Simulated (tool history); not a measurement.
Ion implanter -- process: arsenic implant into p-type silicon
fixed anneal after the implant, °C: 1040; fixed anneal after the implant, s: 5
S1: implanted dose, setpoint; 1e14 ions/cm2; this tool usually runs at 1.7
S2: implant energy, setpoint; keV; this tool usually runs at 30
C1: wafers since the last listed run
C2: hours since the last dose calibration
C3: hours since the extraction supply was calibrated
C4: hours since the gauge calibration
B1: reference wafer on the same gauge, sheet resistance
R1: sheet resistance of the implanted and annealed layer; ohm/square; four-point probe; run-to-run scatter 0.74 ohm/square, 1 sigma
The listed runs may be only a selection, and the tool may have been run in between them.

Run 1, hour 0: usual settings; C1 0; C2 1658; C3 5272.1; C4 628.2; B1 504. Result: R1 479.82 ohm/square.
Run 2, hour 53.2: usual settings; C1 1139; C2 1711.2; C3 5325.3; C4 681.4; B1 503.89. Result: R1 480.01 ohm/square.
Run 3, hour 123.1: usual settings; C1 1496; C2 1781.1; C3 5395.2; C4 751.3; B1 504.21. Result: R1 478.71 ohm/square.
Run 4, hour 190.4: usual settings; C1 1441; C2 1848.4; C3 5462.5; C4 818.6; B1 504.08. Result: R1 477.36 ohm/square.
Run 5, hour 253.3: usual settings but S2 26.5 keV; C1 1346; C2 1911.3; C3 5525.4; C4 881.5; B1 503.81. Result: R1 485.61 ohm/square.
Run 6, hour 300.6: usual settings but S2 26.5 keV; C1 1012; C2 1958.6; C3 5572.7; C4 928.8; B1 503.89. Result: R1 483.59 ohm/square.
At hour 332.4: gauge calibrated.
Run 7, hour 346.5: usual settings but S2 34.5 keV; C1 982; C2 2004.5; C3 5618.6; C4 14.1; B1 503.93. Result: R1 464.23 ohm/square.
Run 8, hour 391.2: usual settings but S2 34.5 keV; C1 957; C2 2049.2; C3 5663.3; C4 58.8; B1 503.88. Result: R1 463.68 ohm/square.
Run 9, hour 436.7: usual settings; C1 974; C2 2094.7; C3 5708.8; C4 104.3; B1 503.99. Result: R1 473.19 ohm/square.
At hour 470.8: extraction supply calibrated.
Run 10, hour 472.6: usual settings but S1 2.11 1e14 ions/cm2; C1 597; C2 2130.6; C3 1.8; C4 140.2; B1 503.83. Result: R1 404.34 ohm/square.
Run 11, hour 531.8: usual settings; C1 1267; C2 2189.8; C3 61; C4 199.4; B1 503.84. Result: R1 472.28 ohm/square.
At hour 589.5: Faraday cup replaced and dose calibrated.
Run 12, hour 599: usual settings but S1 2.1 1e14 ions/cm2, S2 38 keV; C1 1267; C2 9.5; C3 128.2; C4 266.6; B1 504.02. Result: R1 408.03 ohm/square.
Run 13, hour 627.6: usual settings but S1 2.02 1e14 ions/cm2, S2 34 keV; C1 612; C2 38.1; C3 156.8; C4 295.2; B1 503.9. Result: R1 426.51 ohm/square.
Run 14, hour 686.9: usual settings; C1 1269; C2 97.4; C3 216.1; C4 354.5; B1 504.03. Result: R1 493.29 ohm/square.
Run 15, hour 727.1: usual settings but S1 1.47 1e14 ions/cm2, S2 27 keV; C1 860; C2 137.6; C3 256.3; C4 394.7; B1 503.99. Result: R1 555.98 ohm/square.
Run 16, hour 761.2: usual settings; C1 730; C2 171.7; C3 290.4; C4 428.8; B1 503.97. Result: R1 492.16 ohm/square.
Run 17, hour 818.1: usual settings but S1 1.97 1e14 ions/cm2; C1 1218; C2 228.6; C3 347.3; C4 485.7; B1 504.13. Result: R1 444.54 ohm/square.

What differs in the tool's unlogged condition from the final listed run ahead of each entry between runs to the first listed run following it?
From run 6 to run 7: gauge calibrated (hour 332.4)
  deviation of the true dose from the Faraday cup's reading, %: 4.67 -> 4.89
  measured less the result without the state, R1: -16.29 -> -16.07 ohm/square
From run 9 to run 10: extraction supply calibrated (hour 470.8)
  deviation of the true dose from the Faraday cup's reading, %: 5.33 -> 5.52
  measured less the result without the state, R1: -18.03 -> -16.18 ohm/square
From run 11 to run 12: Faraday cup replaced and dose calibrated (hour 589.5)
  deviation of the true dose from the Faraday cup's reading, %: 5.82 -> -0.547
  measured less the result without the state, R1: -19.63 -> +1.61 ohm/square
